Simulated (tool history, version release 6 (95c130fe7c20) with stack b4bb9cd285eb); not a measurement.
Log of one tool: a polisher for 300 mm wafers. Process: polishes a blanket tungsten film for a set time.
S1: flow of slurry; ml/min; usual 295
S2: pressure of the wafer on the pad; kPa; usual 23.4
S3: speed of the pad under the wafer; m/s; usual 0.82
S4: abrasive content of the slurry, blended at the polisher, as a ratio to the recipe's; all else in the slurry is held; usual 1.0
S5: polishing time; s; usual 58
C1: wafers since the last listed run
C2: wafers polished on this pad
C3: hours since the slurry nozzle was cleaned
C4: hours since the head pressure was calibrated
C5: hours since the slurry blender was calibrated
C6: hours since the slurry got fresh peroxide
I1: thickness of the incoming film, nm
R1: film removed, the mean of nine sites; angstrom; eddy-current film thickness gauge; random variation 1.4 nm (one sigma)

run	hour	S1	S2	S3	S4	S5	C1	C2	C3	C4	C5	C6	I1	R1
1	0.0	365	23.4	0.82	1.0	58	0	3063	637.8	272.5	60.0	68.5	1073.1	2130
# hour 49.4: slurry nozzle cleaned
2	52.3	365	23.4	0.82	1.0	58	620	3683	2.9	324.8	112.3	120.8	1073.9	2190
# hour 77.6: worn pad replaced by a new one
3	155.8	370	23.4	0.82	1.0	42	1202	945	106.4	428.3	215.8	224.3	1062.0	1569
# hour 265.2: slurry tank refilled with fresh slurry and peroxide
# hour 293.7: slurry blender recalibrated
# hour 356.5: worn pad replaced by a new one, of another model than before
4	473.8	295	23.4	0.82	1.0	58	3760	1417	424.4	746.3	180.1	208.6	1047.7	2129
# hour 545.3: slurry tank refilled with fresh slurry and peroxide
# hour 617.9: worn pad replaced by a new one
# hour 671.7: slurry blender recalibrated
5	696.2	295	23.4	0.82	1.0	58	2604	922	646.8	968.7	24.5	150.9	1075.0	2103
6	751.4	295	23.4	0.82	1.0	58	667	1590	702.0	1023.9	79.7	206.1	1081.2	2098
# hour 823.0: slurry nozzle cleaned
# hour 850.4: slurry tank refilled with fresh slurry and peroxide
7	857.9	295	23.4	0.82	1.0	58	1263	2853	34.9	1130.4	186.2	7.5	1077.1	2173
8	908.4	295	29.6	0.82	1.0	58	610	3464	85.4	1180.9	236.7	58.0	1068.7	2468

The next listed run, before its measurement:
# hour 918.2: worn pad replaced by a new one
9	1016.0	220	23.4	0.82	0.9	43	1252	1182	193.0	1288.5	344.3	165.6	1062.2	?

Run 9 gave R1 1528 angstrom.
Without the tool's hidden state the same run would have given R1 1551 angstrom.

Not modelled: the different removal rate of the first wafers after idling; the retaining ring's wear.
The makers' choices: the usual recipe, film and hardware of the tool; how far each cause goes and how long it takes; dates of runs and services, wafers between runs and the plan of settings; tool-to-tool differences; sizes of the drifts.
